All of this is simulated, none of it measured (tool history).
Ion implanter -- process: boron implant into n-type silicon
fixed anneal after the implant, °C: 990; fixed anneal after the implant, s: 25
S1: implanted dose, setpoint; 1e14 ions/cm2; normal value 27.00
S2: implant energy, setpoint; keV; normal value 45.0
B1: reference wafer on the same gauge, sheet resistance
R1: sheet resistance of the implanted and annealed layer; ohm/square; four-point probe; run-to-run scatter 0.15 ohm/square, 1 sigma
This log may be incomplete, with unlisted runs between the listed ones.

run    hour     S1    S2     B1     R1
  1     0.0  27.00  45.0  66.24  61.06
  2    66.8  27.00  45.0  66.17  61.15
  3   140.8  30.13  56.5  66.14  55.23
  4   225.0  30.13  56.5  66.16  55.62
  5   306.7  27.00  45.0  66.23  61.34
  6   353.2  27.00  45.0  66.23  61.19
  7   389.3  27.00  45.0  66.23  61.20
  8   454.6  29.36  45.0  66.15  58.21
  9   558.0  29.36  45.0  66.25  58.37
 10   659.6  27.00  45.0  66.17  61.52
 11   723.9  27.00  45.0  66.17  61.58
 12   813.5  27.00  45.0  66.24  61.52
 13   883.1  27.00  45.0  66.24  60.58
 14   952.8  27.00  45.0  66.18  60.97
 15  1046.6  23.15  55.0  66.18  66.27
 16  1136.5  29.54  52.5  66.17  56.26
 17  1184.1  27.00  37.5  66.20  63.08
 18  1244.0  20.83  55.5  66.32  71.32
 19  1283.5  29.36  45.0  66.22  57.74
 20  1337.8  24.89  45.0  66.20  64.09
 21  1378.7  27.00  45.0  66.25  61.11
 22  1429.9  21.98  55.5  66.30  68.82
 23  1535.2  23.37  38.0  66.19  68.59
 24  1611.4  27.00  45.0  66.24  61.08
 25  1698.3  29.26  36.5  66.14  60.83
 26  1783.3  30.59  57.5  66.17  54.78
 27  1832.3  32.37  31.5  66.23  60.54
 28  1916.2  23.04  52.5  66.12  66.36
 29  2009.4  21.10  40.0  66.20  72.55
 30  2095.5  19.74  57.5  66.15  73.84
 31  2162.6  22.30  56.0  66.10  68.03
 32  2248.2  27.00  45.0  66.21  60.93
 33  2348.1  27.00  51.0  66.18  60.19
 34  2432.3  24.50  29.5  66.18  70.30
 35  2499.9  27.00  45.0  66.21  61.16
 36  2659.6  27.00  45.0  66.26  61.04
 37  2709.1  21.34  45.0  66.24  71.51

Taken out of this log: 4 entries between the listed runs. Where each belongs, and how the hidden state differs across it:
After run 12, before run 13: Faraday cup replaced and dose calibrated (hour 870.0)
  deviation of the true dose from the Faraday cup's reading, %: -2.06 -> 0.257
  what was measured, less what the result would be without the hidden state, R1: +0.78 -> -0.09 ohm/square
After run 22, before run 23: extraction supply calibrated (hour 1486.1)
  deviation of the true dose from the Faraday cup's reading, %: -0.627 -> -0.797
  what was measured, less what the result would be without the hidden state, R1: +0.31 -> +0.34 ohm/square
After run 23, before run 24: gauge calibrated (hour 1548.9)
  deviation of the true dose from the Faraday cup's reading, %: -0.797 -> -0.92
  what was measured, less what the result would be without the hidden state, R1: +0.34 -> +0.35 ohm/square
After run 27, before run 28: Faraday cup replaced and dose calibrated (hour 1876.0)
  deviation of the true dose from the Faraday cup's reading, %: -1.28 -> -0.185
  what was measured, less what the result would be without the hidden state, R1: +0.32 -> +0.08 ohm/square
